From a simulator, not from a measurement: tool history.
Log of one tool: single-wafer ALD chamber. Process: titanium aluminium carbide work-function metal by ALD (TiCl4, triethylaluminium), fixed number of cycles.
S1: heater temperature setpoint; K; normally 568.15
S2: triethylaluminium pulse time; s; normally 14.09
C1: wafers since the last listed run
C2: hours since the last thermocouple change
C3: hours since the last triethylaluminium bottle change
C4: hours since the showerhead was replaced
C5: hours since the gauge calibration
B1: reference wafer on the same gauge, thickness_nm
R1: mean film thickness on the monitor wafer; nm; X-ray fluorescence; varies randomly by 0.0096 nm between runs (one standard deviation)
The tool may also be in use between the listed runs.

Run 1, hour 0: usual settings but S1 576.15 K; C1 0; C2 1606.1; C3 1198.9; C4 2962.7; C5 1420.9; B1 2.419. Result: R1 2.251 nm.
Run 2, hour 58.5: usual settings but S1 576.15 K; C1 451; C2 1664.6; C3 1257.4; C4 3021.2; C5 1479.4; B1 2.413. Result: R1 2.261 nm.
At hour 77: triethylaluminium bottle replaced.
Run 3, hour 161.2: usual settings but S1 576.15 K; C1 730; C2 1767.3; C3 84.2; C4 3123.9; C5 1582.1; B1 2.403. Result: R1 2.218 nm.
Run 4, hour 239.4: usual settings but S1 563.15 K; C1 603; C2 1845.5; C3 162.4; C4 3202.1; C5 1660.3; B1 2.393. Result: R1 2.088 nm.
Run 5, hour 305.2: usual settings but S1 563.15 K; C1 507; C2 1911.3; C3 228.2; C4 3267.9; C5 1726.1; B1 2.388. Result: R1 2.094 nm.
Run 6, hour 342.9: usual settings but S1 563.15 K; C1 290; C2 1949; C3 265.9; C4 3305.6; C5 1763.8; B1 2.387. Result: R1 2.085 nm.
Run 7, hour 412.4: usual settings; C1 535; C2 2018.5; C3 335.4; C4 3375.1; C5 1833.3; B1 2.377. Result: R1 2.119 nm.
Run 8, hour 448.7: usual settings; C1 279; C2 2054.8; C3 371.7; C4 3411.4; C5 1869.6; B1 2.372. Result: R1 2.14 nm.
At hour 466.3: thermocouple changed; heater temperature recalibrated.
At hour 480: gauge calibrated.
At hour 534.1: showerhead replaced.
Run 9, hour 540.1: usual settings; C1 581; C2 73.8; C3 463.1; C4 6; C5 60.1; B1 2.487. Result: R1 2.212 nm.
Run 10, hour 624.1: usual settings; C1 647; C2 157.8; C3 547.1; C4 90; C5 144.1; B1 2.482. Result: R1 2.216 nm.
Run 11, hour 715.9: usual settings; C1 707; C2 249.6; C3 638.9; C4 181.8; C5 235.9; B1 2.48. Result: R1 2.236 nm.
Run 12, hour 800.9: usual settings; C1 655; C2 334.6; C3 723.9; C4 266.8; C5 320.9; B1 2.48. Result: R1 2.206 nm.
Run 13, hour 852.1: usual settings; C1 394; C2 385.8; C3 775.1; C4 318; C5 372.1; B1 2.476. Result: R1 2.213 nm.
Run 14, hour 934.4: usual settings but S1 562.15 K, S2 15.25 s; C1 634; C2 468.1; C3 857.4; C4 400.3; C5 454.4; B1 2.476. Result: R1 2.155 nm.
Run 15, hour 983.1: usual settings but S2 9.79 s; C1 375; C2 516.8; C3 906.1; C4 449; C5 503.1; B1 2.473. Result: R1 2.187 nm.
Run 16, hour 1066.8: usual settings but S1 582.15 K, S2 16.85 s; C1 645; C2 600.5; C3 989.8; C4 532.7; C5 586.8; B1 2.473. Result: R1 2.38 nm.
Run 17, hour 1107.7: usual settings but S1 556.15 K, S2 11.66 s; C1 315; C2 641.4; C3 1030.7; C4 573.6; C5 627.7; B1 2.469. Result: R1 2.076 nm.
Run 18, hour 1153.9: usual settings but S1 562.15 K, S2 11.94 s; C1 356; C2 687.6; C3 1076.9; C4 619.8; C5 673.9; B1 2.47. Result: R1 2.15 nm.
Run 19, hour 1229.7: usual settings but S2 10.89 s; C1 584; C2 763.4; C3 1152.7; C4 695.6; C5 749.7; B1 2.464. Result: R1 2.184 nm.
Run 20, hour 1295.8: usual settings but S1 563.15 K, S2 12.68 s; C1 509; C2 829.5; C3 1218.8; C4 761.7; C5 815.8; B1 2.461. Result: R1 2.122 nm.
Run 21, hour 1356.2: usual settings but S1 582.15 K, S2 11.56 s; C1 465; C2 889.9; C3 1279.2; C4 822.1; C5 876.2; B1 2.456. Result: R1 2.326 nm.

What will run 22 give?
Run 22, hour 1413.9: usual settings but S1 559.15 K, S2 16.24 s; C1 444; C2 947.6; C3 1336.9; C4 879.8; C5 933.9; B1 ?. Result: R1 ?.

Logged for run 22: B1 2.459, R1 2.085 nm.
Had the tool carried no hidden state, the very same run would have given R1 2.106 nm.
